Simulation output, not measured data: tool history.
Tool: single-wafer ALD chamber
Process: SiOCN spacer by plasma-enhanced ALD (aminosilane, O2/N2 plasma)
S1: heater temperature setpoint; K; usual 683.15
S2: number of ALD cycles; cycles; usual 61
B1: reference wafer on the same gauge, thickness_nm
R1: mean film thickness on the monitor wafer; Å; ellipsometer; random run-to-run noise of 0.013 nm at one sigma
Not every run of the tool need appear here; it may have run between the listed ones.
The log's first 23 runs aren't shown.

run    hour      S1  S2     B1     R1
 24  1204.5  674.15  58  3.178  36.34
 25  1247.5  683.15  61  3.180  37.09
 26  1317.7  683.15  53  3.182  32.25
     1339.9  -- thermocouple changed; heater temperature recalibrated
 27  1377.9  683.15  61  3.180  37.10
 28  1431.7  687.15  70  3.179  42.10
     1473.8  -- gauge calibrated
 29  1491.0  687.15  55  3.178  32.93
 30  1528.4  692.15  51  3.181  29.99
 31  1593.6  692.15  69  3.179  40.79
 32  1651.6  679.15  69  3.181  42.42
 33  1721.8  683.15  61  3.176  36.99
 34  1768.9  676.15  56  3.179  34.80
 35  1810.6  683.15  61  3.177  37.05
 36  1842.2  692.15  53  3.183  31.10
 37  1903.0  678.15  65  3.176  40.33
 38  1951.2  695.15  67  3.174  39.17

Here are 4 independent what-if runs from the current tool condition. What would each one return?
  A  1951.7  683.15  61   ?   ?
  B  1951.7  671.15  70   ?   ?
  C  1951.7  679.15  73   ?   ?
  D  1951.7  695.15  72   ?   ?

run     B1     R1
  A  3.179  37.23
  B  3.179  44.04
  C  3.179  45.13
  D  3.179  42.23
Without the tool's unlogged condition, the same runs would have read:
run     R1
  A  37.23
  B  44.04
  C  45.13
  D  42.23
